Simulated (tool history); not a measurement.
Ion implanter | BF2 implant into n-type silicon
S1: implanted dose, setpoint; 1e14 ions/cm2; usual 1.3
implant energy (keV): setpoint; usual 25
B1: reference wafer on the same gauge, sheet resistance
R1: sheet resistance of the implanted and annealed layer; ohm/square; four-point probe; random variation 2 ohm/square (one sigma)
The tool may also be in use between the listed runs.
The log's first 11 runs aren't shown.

{"run": 12, "hour": 1126.3, "S1": 1.3, "implant energy (keV)": 25, "B1": 774.81, "R1": 702.31}
{"run": 13, "hour": 1215.5, "S1": 1.3, "implant energy (keV)": 25, "B1": 774.71, "R1": 706.9}
{"run": 14, "hour": 1271.5, "S1": 0.91, "implant energy (keV)": 25, "B1": 774.86, "R1": 947.42}
{"run": 15, "hour": 1329.3, "S1": 1.3, "implant energy (keV)": 25, "B1": 774.69, "R1": 706.2}
{"hour": 1329.5, "done": "gauge calibrated"}
{"run": 16, "hour": 1368.6, "S1": 1.65, "implant energy (keV)": 22.5, "B1": 775.45, "R1": 584.32}
{"run": 17, "hour": 1409.2, "S1": 1.1, "implant energy (keV)": 25, "B1": 774.41, "R1": 808.86}
{"run": 18, "hour": 1657.2, "S1": 1.47, "implant energy (keV)": 19, "B1": 775.31, "R1": 656.38}
{"run": 19, "hour": 1724.1, "S1": 1.02, "implant energy (keV)": 25, "B1": 774.41, "R1": 855.8}
{"run": 20, "hour": 1796.5, "S1": 1.3, "implant energy (keV)": 25, "B1": 775.03, "R1": 701.52}
{"run": 21, "hour": 1838.8, "S1": 1.64, "implant energy (keV)": 21.5, "B1": 774.61, "R1": 589.8}
{"run": 22, "hour": 1884.4, "S1": 1.4, "implant energy (keV)": 33.5, "B1": 774.92, "R1": 631.98}
{"run": 23, "hour": 1920.6, "S1": 1, "implant energy (keV)": 21, "B1": 774.84, "R1": 896.9}
{"run": 24, "hour": 1994.1, "S1": 1.3, "implant energy (keV)": 25, "B1": 774.96, "R1": 699.57}
{"run": 25, "hour": 2082.6, "S1": 1.3, "implant energy (keV)": 25, "B1": 775.07, "R1": 698.96}
{"run": 26, "hour": 2163.2, "S1": 1.66, "implant energy (keV)": 21.5, "B1": 774.9, "R1": 581.33}
{"run": 27, "hour": 2231.1, "S1": 1.3, "implant energy (keV)": 27.5, "B1": 775.15, "R1": 687.93}
{"run": 28, "hour": 2298.3, "S1": 1.3, "implant energy (keV)": 25, "B1": 774.8, "R1": 696.58}
{"run": 29, "hour": 2357.0, "S1": 1.67, "implant energy (keV)": 17.5, "B1": 774.83, "R1": 586.52}
{"run": 30, "hour": 2416.6, "S1": 1.3, "implant energy (keV)": 25, "B1": 774.54, "R1": 697.12}
{"run": 31, "hour": 2499.4, "S1": 0.94, "implant energy (keV)": 30, "B1": 774.66, "R1": 883.15}
{"run": 32, "hour": 2556.6, "S1": 1.63, "implant energy (keV)": 25, "B1": 774.62, "R1": 572.79}
{"hour": 2610.5, "done": "Faraday cup replaced and dose calibrated"}
{"run": 33, "hour": 2632.0, "S1": 1.3, "implant energy (keV)": 32, "B1": 775.38, "R1": 687.62}
{"run": 34, "hour": 2708.0, "S1": 1.54, "implant energy (keV)": 25, "B1": 774.96, "R1": 616.54}

The next listed run, before its measurement:
{"run": 35, "hour": 2754.6, "S1": 1.45, "implant energy (keV)": 20, "B1": "?", "R1": "?"}

Run 35 gave B1 774.94, R1 668.48 ohm/square.
Without the tool's hidden state the same run would have given R1 670.63 ohm/square.

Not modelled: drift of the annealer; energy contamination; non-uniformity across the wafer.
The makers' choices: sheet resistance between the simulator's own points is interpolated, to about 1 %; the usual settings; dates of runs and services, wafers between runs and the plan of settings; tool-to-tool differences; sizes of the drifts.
